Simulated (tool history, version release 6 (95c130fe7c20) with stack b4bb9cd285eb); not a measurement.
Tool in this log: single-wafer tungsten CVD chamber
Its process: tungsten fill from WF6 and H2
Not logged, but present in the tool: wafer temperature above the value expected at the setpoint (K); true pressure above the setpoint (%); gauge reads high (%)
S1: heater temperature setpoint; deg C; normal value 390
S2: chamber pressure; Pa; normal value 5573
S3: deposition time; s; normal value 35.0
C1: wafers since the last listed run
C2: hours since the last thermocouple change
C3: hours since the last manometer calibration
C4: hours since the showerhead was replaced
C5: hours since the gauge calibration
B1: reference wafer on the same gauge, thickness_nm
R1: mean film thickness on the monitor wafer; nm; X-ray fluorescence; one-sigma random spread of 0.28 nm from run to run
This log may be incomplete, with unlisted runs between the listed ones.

run 1 hour=0.0 | S1=390 S2=6079 S3=35.0 | C1=0 C2=1575.4 C3=529.1 C4=7671.7 C5=1014.7 | B1=95.229 | R1=105.249
run 2 hour=36.4 | S1=390 S2=5573 S3=35.0 | C1=1371 C2=1611.8 C3=565.5 C4=7708.1 C5=1051.1 | B1=95.375 | R1=100.741
run 3 hour=75.1 | S1=390 S2=5573 S3=35.0 | C1=1457 C2=1650.5 C3=604.2 C4=7746.8 C5=1089.8 | B1=95.648 | R1=101.149
run 4 hour=124.1 | S1=390 S2=5573 S3=35.0 | C1=1845 C2=1699.5 C3=653.2 C4=7795.8 C5=1138.8 | B1=95.781 | R1=101.154
run 5 hour=210.4 | S1=390 S2=6546 S3=35.0 | C1=3251 C2=1785.8 C3=739.5 C4=7882.1 C5=1225.1 | B1=96.014 | R1=109.053
run 6 hour=313.2 | S1=390 S2=6546 S3=35.0 | C1=3872 C2=1888.6 C3=842.3 C4=7984.9 C5=1327.9 | B1=96.385 | R1=109.766
-- hour=314.0 gauge calibrated
-- hour=538.5 capacitance manometer re-zeroed and calibrated
run 7 hour=563.7 | S1=390 S2=5573 S3=35.0 | C1=9135 C2=2139.1 C3=25.2 C4=8235.4 C5=249.7 | B1=93.435 | R1=98.562
run 8 hour=614.5 | S1=390 S2=5573 S3=35.0 | C1=1913 C2=2189.9 C3=76.0 C4=8286.2 C5=300.5 | B1=93.566 | R1=99.331
-- hour=671.9 thermocouple changed; heater temperature recalibrated
run 9 hour=696.9 | S1=390 S2=5573 S3=35.0 | C1=2802 C2=25.0 C3=158.4 C4=8368.6 C5=382.9 | B1=93.580 | R1=98.906
run 10 hour=763.1 | S1=390 S2=5573 S3=31.8 | C1=2493 C2=91.2 C3=224.6 C4=8434.8 C5=449.1 | B1=93.716 | R1=90.174
run 11 hour=854.5 | S1=395 S2=5573 S3=35.0 | C1=3443 C2=182.6 C3=316.0 C4=8526.2 C5=540.5 | B1=93.783 | R1=110.920
run 12 hour=900.1 | S1=390 S2=5573 S3=35.0 | C1=1717 C2=228.2 C3=361.6 C4=8571.8 C5=586.1 | B1=93.936 | R1=99.052
run 13 hour=961.9 | S1=390 S2=5573 S3=35.0 | C1=2328 C2=290.0 C3=423.4 C4=8633.6 C5=647.9 | B1=94.078 | R1=99.818
run 14 hour=1026.4 | S1=390 S2=5573 S3=35.0 | C1=2429 C2=354.5 C3=487.9 C4=8698.1 C5=712.4 | B1=94.313 | R1=99.924
run 15 hour=1114.6 | S1=390 S2=5573 S3=32.4 | C1=3322 C2=442.7 C3=576.1 C4=8786.3 C5=800.6 | B1=94.322 | R1=92.695
run 16 hour=1162.9 | S1=390 S2=5573 S3=32.4 | C1=1819 C2=491.0 C3=624.4 C4=8834.6 C5=848.9 | B1=94.509 | R1=92.624
-- hour=1221.2 showerhead replaced
run 17 hour=1252.1 | S1=390 S2=5573 S3=31.7 | C1=3058 C2=580.2 C3=713.6 C4=30.9 C5=938.1 | B1=94.726 | R1=90.920
run 18 hour=1346.2 | S1=379 S2=4306 S3=35.0 | C1=3544 C2=674.3 C3=807.7 C4=125.0 C5=1032.2 | B1=94.940 | R1=70.206
run 19 hour=1398.8 | S1=376 S2=6399 S3=39.0 | C1=1981 C2=726.9 C3=860.3 C4=177.6 C5=1084.8 | B1=95.165 | R1=86.508
run 20 hour=1469.9 | S1=390 S2=5573 S3=35.0 | C1=2678 C2=798.0 C3=931.4 C4=248.7 C5=1155.9 | B1=95.413 | R1=100.757
run 21 hour=1506.0 | S1=390 S2=5573 S3=35.0 | C1=1359 C2=834.1 C3=967.5 C4=284.8 C5=1192.0 | B1=95.502 | R1=101.285
run 22 hour=1574.8 | S1=380 S2=6799 S3=31.9 | C1=2591 C2=902.9 C3=1036.3 C4=353.6 C5=1260.8 | B1=95.823 | R1=80.073
run 23 hour=1627.1 | S1=390 S2=5573 S3=35.0 | C1=1970 C2=955.2 C3=1088.6 C4=405.9 C5=1313.1 | B1=95.903 | R1=101.801
run 24 hour=1679.2 | S1=381 S2=6733 S3=32.8 | C1=1962 C2=1007.3 C3=1140.7 C4=458.0 C5=1365.2 | B1=96.288 | R1=84.405
-- hour=1734.2 gauge calibrated
run 25 hour=1741.3 | S1=390 S2=5573 S3=35.0 | C1=2339 C2=1069.4 C3=1202.8 C4=520.1 C5=7.1 | B1=93.809 | R1=99.382
run 26 hour=1824.0 | S1=390 S2=5573 S3=35.0 | C1=3115 C2=1152.1 C3=1285.5 C4=602.8 C5=89.8 | B1=93.681 | R1=99.036
-- hour=1848.9 capacitance manometer re-zeroed and calibrated
run 27 hour=1919.5 | S1=386 S2=5573 S3=41.0 | C1=3296 C2=1247.6 C3=70.6 C4=698.3 C5=185.3 | B1=93.807 | R1=106.494
run 28 hour=2013.2 | S1=390 S2=5573 S3=35.0 | C1=3529 C2=1341.3 C3=164.3 C4=792.0 C5=279.0 | B1=93.959 | R1=99.446
run 29 hour=2081.6 | S1=379 S2=5573 S3=40.5 | C1=2576 C2=1409.7 C3=232.7 C4=860.4 C5=347.4 | B1=94.013 | R1=89.217
run 30 hour=2173.2 | S1=390 S2=5573 S3=32.2 | C1=3450 C2=1501.3 C3=324.3 C4=952.0 C5=439.0 | B1=93.968 | R1=91.058
run 31 hour=2278.4 | S1=390 S2=5573 S3=37.9 | C1=3963 C2=1606.5 C3=429.5 C4=1057.2 C5=544.2 | B1=94.266 | R1=107.823
run 32 hour=2364.2 | S1=396 S2=6933 S3=35.0 | C1=3232 C2=1692.3 C3=515.3 C4=1143.0 C5=630.0 | B1=94.477 | R1=125.435
run 33 hour=2430.3 | S1=399 S2=6173 S3=39.2 | C1=2490 C2=1758.4 C3=581.4 C4=1209.1 C5=696.1 | B1=94.339 | R1=141.750
run 34 hour=2506.9 | S1=381 S2=4800 S3=41.4 | C1=2885 C2=1835.0 C3=658.0 C4=1285.7 C5=772.7 | B1=94.673 | R1=90.819

What if the next run were any one of these 4? Each begins from the tool's condition after run 34:
run A hour=2507.3 | S1=390 S2=5573 S3=35.0 | C1=15 C2=1835.4 C3=658.4 C4=1286.1 C5=773.1 | B1=? | R1=?
run B hour=2507.3 | S1=379 S2=4680 S3=35.0 | C1=15 C2=1835.4 C3=658.4 C4=1286.1 C5=773.1 | B1=? | R1=?
run C hour=2507.3 | S1=382 S2=4400 S3=35.0 | C1=15 C2=1835.4 C3=658.4 C4=1286.1 C5=773.1 | B1=? | R1=?
run D hour=2507.3 | S1=375 S2=5573 S3=31.0 | C1=15 C2=1835.4 C3=658.4 C4=1286.1 C5=773.1 | B1=? | R1=?

run=A B1=94.717 R1=100.763
run=B B1=94.717 R1=72.639
run=C B1=94.717 R1=75.791
run=D B1=94.717 R1=63.185
Without the tool's unlogged condition, the same runs would have read:
run=A R1=99.404
run=B R1=71.659
run=C R1=74.768
run=D R1=62.333
